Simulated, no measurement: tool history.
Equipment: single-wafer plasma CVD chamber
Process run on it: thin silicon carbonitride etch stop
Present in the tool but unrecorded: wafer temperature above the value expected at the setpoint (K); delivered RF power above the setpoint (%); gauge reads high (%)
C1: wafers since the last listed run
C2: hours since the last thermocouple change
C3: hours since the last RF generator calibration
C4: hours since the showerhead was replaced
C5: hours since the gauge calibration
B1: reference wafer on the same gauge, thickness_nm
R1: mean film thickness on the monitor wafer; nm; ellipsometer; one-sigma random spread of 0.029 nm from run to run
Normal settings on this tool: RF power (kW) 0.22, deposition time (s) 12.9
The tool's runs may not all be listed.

{"run": 1, "hour": 0.0, "RF power (kW)": 0.22, "deposition time (s)": 11.2, "C1": 0, "C2": 372.3, "C3": 438.2, "C4": 5343.1, "C5": 234.7, "B1": 6.753, "R1": 6.755}
{"run": 2, "hour": 92.1, "RF power (kW)": 0.22, "deposition time (s)": 11.2, "C1": 3022, "C2": 464.4, "C3": 530.3, "C4": 5435.2, "C5": 326.8, "B1": 6.76, "R1": 6.747}
{"run": 3, "hour": 126.3, "RF power (kW)": 0.22, "deposition time (s)": 11.8, "C1": 1122, "C2": 498.6, "C3": 564.5, "C4": 5469.4, "C5": 361, "B1": 6.757, "R1": 7.128}
{"run": 4, "hour": 295.8, "RF power (kW)": 0.22, "deposition time (s)": 12.9, "C1": 5561, "C2": 668.1, "C3": 734, "C4": 5638.9, "C5": 530.5, "B1": 6.761, "R1": 7.773}
{"run": 5, "hour": 324.7, "RF power (kW)": 0.22, "deposition time (s)": 12.9, "C1": 948, "C2": 697, "C3": 762.9, "C4": 5667.8, "C5": 559.4, "B1": 6.761, "R1": 7.781}
{"run": 6, "hour": 379.8, "RF power (kW)": 0.22, "deposition time (s)": 12.9, "C1": 1808, "C2": 752.1, "C3": 818, "C4": 5722.9, "C5": 614.5, "B1": 6.761, "R1": 7.779}
{"run": 7, "hour": 437.1, "RF power (kW)": 0.22, "deposition time (s)": 12.9, "C1": 1880, "C2": 809.4, "C3": 875.3, "C4": 5780.2, "C5": 671.8, "B1": 6.749, "R1": 7.747}
{"run": 8, "hour": 504.7, "RF power (kW)": 0.22, "deposition time (s)": 12.9, "C1": 2218, "C2": 877, "C3": 942.9, "C4": 5847.8, "C5": 739.4, "B1": 6.761, "R1": 7.783}
{"run": 9, "hour": 532.0, "RF power (kW)": 0.22, "deposition time (s)": 12.9, "C1": 895, "C2": 904.3, "C3": 970.2, "C4": 5875.1, "C5": 766.7, "B1": 6.767, "R1": 7.772}
{"run": 10, "hour": 588.9, "RF power (kW)": 0.22, "deposition time (s)": 12.9, "C1": 1867, "C2": 961.2, "C3": 1027.1, "C4": 5932, "C5": 823.6, "B1": 6.759, "R1": 7.771}
{"run": 11, "hour": 644.4, "RF power (kW)": 0.22, "deposition time (s)": 12.9, "C1": 1821, "C2": 1016.7, "C3": 1082.6, "C4": 5987.5, "C5": 879.1, "B1": 6.763, "R1": 7.752}
{"run": 12, "hour": 690.1, "RF power (kW)": 0.22, "deposition time (s)": 12.9, "C1": 1499, "C2": 1062.4, "C3": 1128.3, "C4": 6033.2, "C5": 924.8, "B1": 6.759, "R1": 7.74}
{"run": 13, "hour": 714.4, "RF power (kW)": 0.22, "deposition time (s)": 12.9, "C1": 797, "C2": 1086.7, "C3": 1152.6, "C4": 6057.5, "C5": 949.1, "B1": 6.762, "R1": 7.775}
{"run": 14, "hour": 776.6, "RF power (kW)": 0.22, "deposition time (s)": 12.9, "C1": 2041, "C2": 1148.9, "C3": 1214.8, "C4": 6119.7, "C5": 1011.3, "B1": 6.761, "R1": 7.743}
{"run": 15, "hour": 805.1, "RF power (kW)": 0.22, "deposition time (s)": 12.9, "C1": 935, "C2": 1177.4, "C3": 1243.3, "C4": 6148.2, "C5": 1039.8, "B1": 6.758, "R1": 7.76}
{"run": 16, "hour": 869.6, "RF power (kW)": 0.22, "deposition time (s)": 12.9, "C1": 2116, "C2": 1241.9, "C3": 1307.8, "C4": 6212.7, "C5": 1104.3, "B1": 6.764, "R1": 7.758}
{"run": 17, "hour": 893.9, "RF power (kW)": 0.22, "deposition time (s)": 12.9, "C1": 797, "C2": 1266.2, "C3": 1332.1, "C4": 6237, "C5": 1128.6, "B1": 6.761, "R1": 7.807}
{"run": 18, "hour": 948.9, "RF power (kW)": 0.22, "deposition time (s)": 12.9, "C1": 1804, "C2": 1321.2, "C3": 1387.1, "C4": 6292, "C5": 1183.6, "B1": 6.755, "R1": 7.746}
{"hour": 963.1, "done": "RF generator calibrated"}
{"run": 19, "hour": 1018.3, "RF power (kW)": 0.2, "deposition time (s)": 12.9, "C1": 2014, "C2": 1390.6, "C3": 55.2, "C4": 6361.4, "C5": 1253, "B1": 6.755, "R1": 7.634}
{"run": 20, "hour": 1167.6, "RF power (kW)": 0.255, "deposition time (s)": 10.3, "C1": 4899, "C2": 1539.9, "C3": 204.5, "C4": 6510.7, "C5": 1402.3, "B1": 6.746, "R1": 6.382}
{"run": 21, "hour": 1213.8, "RF power (kW)": 0.22, "deposition time (s)": 12.9, "C1": 1516, "C2": 1586.1, "C3": 250.7, "C4": 6556.9, "C5": 1448.5, "B1": 6.762, "R1": 7.78}
{"hour": 1238.3, "done": "gauge calibrated"}
{"run": 22, "hour": 1243.9, "RF power (kW)": 0.195, "deposition time (s)": 14.1, "C1": 987, "C2": 1616.2, "C3": 280.8, "C4": 6587, "C5": 5.6, "B1": 6.755, "R1": 8.306}
{"run": 23, "hour": 1289.1, "RF power (kW)": 0.255, "deposition time (s)": 12.9, "C1": 1483, "C2": 1661.4, "C3": 326, "C4": 6632.2, "C5": 50.8, "B1": 6.765, "R1": 8.013}
{"run": 24, "hour": 1350.8, "RF power (kW)": 0.22, "deposition time (s)": 11.6, "C1": 2024, "C2": 1723.1, "C3": 387.7, "C4": 6693.9, "C5": 112.5, "B1": 6.752, "R1": 6.975}
{"run": 25, "hour": 1375.5, "RF power (kW)": 0.22, "deposition time (s)": 12.9, "C1": 810, "C2": 1747.8, "C3": 412.4, "C4": 6718.6, "C5": 137.2, "B1": 6.759, "R1": 7.761}
{"hour": 1550.6, "done": "showerhead replaced"}
{"run": 26, "hour": 1560.7, "RF power (kW)": 0.245, "deposition time (s)": 14.2, "C1": 5814, "C2": 1933, "C3": 597.6, "C4": 10.1, "C5": 322.4, "B1": 6.755, "R1": 8.679}
{"hour": 1609.1, "done": "thermocouple changed; heater temperature recalibrated"}
{"run": 27, "hour": 1614.6, "RF power (kW)": 0.22, "deposition time (s)": 12.9, "C1": 1506, "C2": 5.5, "C3": 651.5, "C4": 64, "C5": 376.3, "B1": 6.758, "R1": 7.795}
{"run": 28, "hour": 1657.5, "RF power (kW)": 0.22, "deposition time (s)": 12.9, "C1": 1407, "C2": 48.4, "C3": 694.4, "C4": 106.9, "C5": 419.2, "B1": 6.76, "R1": 7.709}
{"run": 29, "hour": 1722.0, "RF power (kW)": 0.22, "deposition time (s)": 12.9, "C1": 2116, "C2": 112.9, "C3": 758.9, "C4": 171.4, "C5": 483.7, "B1": 6.755, "R1": 7.738}
{"run": 30, "hour": 1783.0, "RF power (kW)": 0.26, "deposition time (s)": 10.6, "C1": 2001, "C2": 173.9, "C3": 819.9, "C4": 232.4, "C5": 544.7, "B1": 6.767, "R1": 6.585}
{"run": 31, "hour": 1846.5, "RF power (kW)": 0.19, "deposition time (s)": 12.9, "C1": 2083, "C2": 237.4, "C3": 883.4, "C4": 295.9, "C5": 608.2, "B1": 6.762, "R1": 7.568}
{"run": 32, "hour": 1899.4, "RF power (kW)": 0.22, "deposition time (s)": 12.9, "C1": 1735, "C2": 290.3, "C3": 936.3, "C4": 348.8, "C5": 661.1, "B1": 6.767, "R1": 7.749}
{"run": 33, "hour": 1928.7, "RF power (kW)": 0.255, "deposition time (s)": 14.1, "C1": 961, "C2": 319.6, "C3": 965.6, "C4": 378.1, "C5": 690.4, "B1": 6.755, "R1": 8.735}
{"run": 34, "hour": 1983.0, "RF power (kW)": 0.22, "deposition time (s)": 12.9, "C1": 1781, "C2": 373.9, "C3": 1019.9, "C4": 432.4, "C5": 744.7, "B1": 6.766, "R1": 7.791}
{"run": 35, "hour": 2033.1, "RF power (kW)": 0.19, "deposition time (s)": 14.3, "C1": 1643, "C2": 424, "C3": 1070, "C4": 482.5, "C5": 794.8, "B1": 6.767, "R1": 8.417}
{"run": 36, "hour": 2093.2, "RF power (kW)": 0.2, "deposition time (s)": 13.6, "C1": 1972, "C2": 484.1, "C3": 1130.1, "C4": 542.6, "C5": 854.9, "B1": 6.758, "R1": 8.047}
{"run": 37, "hour": 2128.5, "RF power (kW)": 0.22, "deposition time (s)": 12.9, "C1": 1158, "C2": 519.4, "C3": 1165.4, "C4": 577.9, "C5": 890.2, "B1": 6.761, "R1": 7.809}

Here are 3 independent what-if runs from the current tool condition. What would each one return?
{"run": "A", "hour": 2128.9, "RF power (kW)": 0.22, "deposition time (s)": 12.9, "C1": 13, "C2": 519.8, "C3": 1165.8, "C4": 578.3, "C5": 890.6, "B1": "?", "R1": "?"}
{"run": "B", "hour": 2128.9, "RF power (kW)": 0.185, "deposition time (s)": 12.2, "C1": 13, "C2": 519.8, "C3": 1165.8, "C4": 578.3, "C5": 890.6, "B1": "?", "R1": "?"}
{"run": "C", "hour": 2128.9, "RF power (kW)": 0.19, "deposition time (s)": 11.9, "C1": 13, "C2": 519.8, "C3": 1165.8, "C4": 578.3, "C5": 890.6, "B1": "?", "R1": "?"}

run=A B1=6.759 R1=7.816
run=B B1=6.759 R1=7.162
run=C B1=6.759 R1=7.019
With no hidden state in the tool, these same runs would have given:
run=A R1=7.816
run=B R1=7.162
run=C R1=7.019

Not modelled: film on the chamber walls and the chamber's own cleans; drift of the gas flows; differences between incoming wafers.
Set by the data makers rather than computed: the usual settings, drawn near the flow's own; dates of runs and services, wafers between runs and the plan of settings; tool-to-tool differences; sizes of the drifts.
